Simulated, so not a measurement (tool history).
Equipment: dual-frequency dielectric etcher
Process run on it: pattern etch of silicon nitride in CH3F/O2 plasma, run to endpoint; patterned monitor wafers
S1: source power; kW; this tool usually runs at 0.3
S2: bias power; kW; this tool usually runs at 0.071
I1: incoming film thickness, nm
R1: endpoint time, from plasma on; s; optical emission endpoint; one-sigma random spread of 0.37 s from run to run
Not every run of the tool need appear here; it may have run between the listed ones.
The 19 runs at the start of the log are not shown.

| run | hour | S1 | S2 | I1 | R1 |
|---|---|---|---|---|---|
| 20 | 248.6 | 0.3 | 0.071 | 98.1 | 114.5 |
| 21 | 261.3 | 0.27 | 0.056 | 99.4 | 125.6 |
| 22 | 267.8 | 0.26 | 0.071 | 99.7 | 120.1 |
|  | 295.2 | wet clean of the chamber |
| 23 | 295.7 | 0.3 | 0.071 | 98.9 | 109.9 |
| 24 | 296.1 | 0.33 | 0.084 | 98.4 | 102.5 |
|  | 328.4 | bias power generator calibrated |
|  | 340.5 | upper electrode replaced, of another model than before |
| 25 | 344.7 | 0.26 | 0.071 | 98.3 | 113.6 |
| 26 | 352.4 | 0.24 | 0.058 | 97.8 | 120.8 |
| 27 | 362.4 | 0.32 | 0.063 | 99.3 | 113.8 |
| 28 | 372.7 | 0.36 | 0.056 | 98.9 | 114.8 |
| 29 | 379.1 | 0.37 | 0.065 | 98.5 | 108.4 |
| 30 | 390 | 0.3 | 0.081 | 98.4 | 106.8 |
| 31 | 407 | 0.3 | 0.071 | 99.4 | 112.6 |
| 32 | 413.7 | 0.26 | 0.077 | 99.1 | 112.2 |
| 33 | 458.9 | 0.3 | 0.066 | 98.3 | 113.2 |

4 ways to go on from here, each from the tool as it stands after run 33. What would each give?
| A | 459.4 | 0.3 | 0.071 | 97.8 | ? |
| B | 459.4 | 0.34 | 0.085 | 97.8 | ? |
| C | 459.4 | 0.36 | 0.071 | 97.8 | ? |
| D | 459.4 | 0.26 | 0.056 | 97.8 | ? |

| run | R1 |
|---|---|
| A | 111 |
| B | 102.7 |
| C | 107 |
| D | 121.6 |
Without the tool's hidden state the same runs would have given:
| run | R1 |
|---|---|
| A | 109.7 |
| B | 101.5 |
| C | 105.7 |
| D | 120.2 |
